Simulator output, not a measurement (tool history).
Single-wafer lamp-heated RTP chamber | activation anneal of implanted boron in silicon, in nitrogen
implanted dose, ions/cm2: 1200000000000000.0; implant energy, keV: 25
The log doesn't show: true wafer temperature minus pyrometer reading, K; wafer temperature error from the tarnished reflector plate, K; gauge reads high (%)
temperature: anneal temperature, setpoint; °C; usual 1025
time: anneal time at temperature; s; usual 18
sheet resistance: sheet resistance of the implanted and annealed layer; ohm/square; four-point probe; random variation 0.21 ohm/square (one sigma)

run    hour  temperature  time  wafers since the last listed run  wafers since the last pyrometer calibration  wafers since the reflector plate was cleaned  hours since the gauge calibration  read-back reference wafer on the same gauge, sheet resistance  sheet resistance
  1       0         1025    18                                 0                                         1345                                          6728                              803.6                                                         128.03            107.12
  2    37.2         1025    18                               693                                         2038                                          7421                              840.8                                                         127.97             107.4
  3    92.9         1025    18                              1037                                         3076                                          8459                              896.5                                                         127.96            107.39
      103.8  -- reflector plate cleaned
  4   157.3         1025    18                              1050                                         4126                                           996                              960.9                                                         128.01            107.36
  5   203.8         1025    18                               866                                         4993                                          1862                             1007.4                                                         128.03            107.62
  6   266.8         1025    18                              1173                                         6166                                          3036                             1070.4                                                         127.93            107.79
      316.6  -- pyrometer window cleaned and pyrometer calibrated
  7   357.9         1048    14                              1548                                          768                                          4584                             1161.5                                                         128.14            105.97
  8   458.5         1048    14                              1874                                         2643                                          6458                             1262.1                                                         127.94            106.25
  9   562.5         1048    14                              1937                                         4580                                          8396                             1366.1                                                         127.98            105.96
 10   624.7         1025    18                              1158                                         5739                                          9554                             1428.3                                                         128.04            107.58
      703.6  -- pyrometer window cleaned and pyrometer calibrated
 11   704.1         1018    11                              1330                                            9                                         10885                             1507.7                                                         127.98            108.74
      723.6  -- reflector plate cleaned
 12   802.5         1018    11                              1684                                         1694                                          1469                             1606.1                                                         127.83            108.22
 13   877.3         1025    18                              1393                                         3087                                          2862                             1680.9                                                         128.01            107.08
 14   972.3         1025    14                              1769                                         4857                                          4632                             1775.9                                                         127.91            106.64
       1051  -- reflector plate cleaned, repeated, since the last time left the tool worse
     1057.3  -- pyrometer window cleaned and pyrometer calibrated
 15  1057.8          998     8                              1326                                            9                                             9                             1861.4                                                         127.83            115.52
 16    1095         1025    18                               693                                          702                                           702                             1898.6                                                            128            107.63
 17  1140.1         1041    12                               840                                         1542                                          1542                             1943.7                                                         127.99            106.42
 18    1235         1025    18                              1767                                         3310                                          3310                             2038.6                                                          128.1            107.52
     1238.1  -- gauge calibrated
 19  1333.1         1043    23                              1827                                         5138                                          5138                                 95                                                         128.04            105.87
 20  1396.7         1015    22                              1184                                         6323                                          6323                              158.6                                                         127.91            108.23
     1424.4  -- pyrometer window cleaned and pyrometer calibrated
 21  1442.3         1048    27                               700                                          334                                          7023                              204.2                                                         128.02            105.27
 22  1509.4          998     8                              1250                                         1584                                          8273                              271.3                                                         128.11            114.33
     1555.7  -- reflector plate cleaned
 23  1572.2         1005    28                              1020                                         2605                                           306                              334.1                                                         128.09            109.94
 24  1623.5          997    26                               955                                         3561                                          1262                              385.4                                                         128.06            111.94
 25  1689.2          999    11                              1223                                         4785                                          2486                              451.1                                                         127.98            113.57

The next listed run, before its measurement:
 26  1745.2         1006     8                              1043                                         5828                                          3529                              507.1                                                              ?                 ?

Run 26 gave read-back reference wafer on the same gauge, sheet resistance 127.97, sheet resistance 111.97 ohm/square.
Without the tool's hidden state the same run would have given sheet resistance 112.7 ohm/square.

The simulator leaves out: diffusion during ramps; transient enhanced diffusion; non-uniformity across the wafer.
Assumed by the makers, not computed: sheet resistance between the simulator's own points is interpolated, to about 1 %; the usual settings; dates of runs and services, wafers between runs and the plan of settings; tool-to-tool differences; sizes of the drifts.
